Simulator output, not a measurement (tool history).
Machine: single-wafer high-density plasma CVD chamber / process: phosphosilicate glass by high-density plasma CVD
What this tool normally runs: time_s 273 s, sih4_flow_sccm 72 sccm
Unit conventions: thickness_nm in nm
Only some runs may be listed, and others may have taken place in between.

| run | hour | time_s | sih4_flow_sccm | wafers since the last listed run | hours since the silane flow controller was replaced | hours since the gauge calibration | read-back reference wafer on the same gauge, thickness_nm | thickness_nm |
|---|---|---|---|---|---|---|---|---|
| 1 | 0 | 273 | 72 | 0 | 3337.5 | 54 | 1785.151 | 2027.319 |
| 2 | 10.6 | 273 | 72 | 76 | 3348.1 | 64.6 | 1787.056 | 2027.744 |
| 3 | 43.7 | 273 | 72 | 240 | 3381.2 | 97.7 | 1789.04 | 2031.458 |
| 4 | 54.4 | 230 | 72 | 77 | 3391.9 | 108.4 | 1790.201 | 1713.963 |
|  | 65.3 | silane flow controller replaced |
| 5 | 65.8 | 273 | 64 | 24 | 0.5 | 119.8 | 1790.995 | 1917.841 |
| 6 | 76.7 | 273 | 64 | 79 | 11.4 | 130.7 | 1791.55 | 1924.97 |
| 7 | 92.5 | 273 | 64 | 114 | 27.2 | 146.5 | 1790.974 | 1921.073 |
| 8 | 105.9 | 273 | 72 | 97 | 40.6 | 159.9 | 1792.231 | 2029.833 |
| 9 | 115.9 | 319 | 62 | 72 | 50.6 | 169.9 | 1792.499 | 2202.78 |
| 10 | 128.4 | 273 | 64 | 90 | 63.1 | 182.4 | 1791.556 | 1920.978 |

What does the tool deliver on the next run?
| 11 | 141.4 | 326 | 65 | 94 | 76.1 | 195.4 | ? | ? |

{"run 11": {"read-back reference wafer on the same gauge, thickness_nm": 1793.059, "thickness_nm": 2313.008}}
Minus the tool's unlogged condition, the same run would have read thickness_nm 2296.466 nm.
